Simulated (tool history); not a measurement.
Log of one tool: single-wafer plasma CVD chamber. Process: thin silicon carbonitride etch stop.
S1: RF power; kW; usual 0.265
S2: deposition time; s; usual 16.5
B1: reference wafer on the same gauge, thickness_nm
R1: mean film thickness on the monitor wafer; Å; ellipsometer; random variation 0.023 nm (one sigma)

run,hour,S1,S2,B1,R1
1,0.0,0.265,16.5,11.401,100.41
2,29.0,0.265,16.5,11.404,100.35
3,52.3,0.265,16.5,11.386,100.16
4,84.4,0.265,16.5,11.388,100.22
5,114.3,0.265,16.5,11.401,99.77
6,147.7,0.265,16.5,11.397,99.83
7,173.6,0.300,19.1,11.402,118.57
8,201.1,0.300,19.1,11.405,119.44
9,235.0,0.265,16.5,11.409,99.78
10,250.8,0.265,16.5,11.392,99.77
# hour 284.5: showerhead replaced, of another model than before
11,315.2,0.265,16.5,11.418,100.80
# hour 345.3: thermocouple changed; heater temperature recalibrated
12,345.8,0.265,16.5,11.402,100.69
13,360.2,0.300,16.5,11.406,101.68
14,388.2,0.265,14.5,11.396,88.30
15,416.4,0.295,14.6,11.398,90.05
16,435.0,0.265,16.5,11.402,100.53
17,463.7,0.265,16.5,11.397,100.42
18,496.5,0.245,19.6,11.404,118.01
# hour 506.1: RF generator calibrated
19,516.0,0.265,16.5,11.385,101.17
# hour 548.5: gauge calibrated
20,548.6,0.310,15.6,11.406,97.59
21,565.4,0.220,13.5,11.417,81.14
22,591.4,0.265,16.5,11.398,101.22
23,606.6,0.245,19.6,11.402,119.13
24,622.4,0.265,16.5,11.404,101.20
25,639.4,0.250,15.2,11.393,92.62
26,674.6,0.300,19.7,11.402,122.92
27,693.0,0.265,14.9,11.404,91.78
28,706.3,0.265,14.7,11.402,89.63
29,767.8,0.240,16.5,11.406,99.88

Forecast each of these 5 alternatives for the next run:
A,768.2,0.315,16.5,?,?
B,768.2,0.235,13.8,?,?
C,768.2,0.265,15.4,?,?
D,768.2,0.310,16.5,?,?
E,768.2,0.290,14.6,?,?

run,B1,R1
A,11.397,103.29
B,11.397,83.41
C,11.397,94.36
D,11.397,103.07
E,11.397,90.44
Without the tool's hidden state the same runs would have given:
run,R1
A,103.53
B,83.61
C,94.58
D,103.32
E,90.65
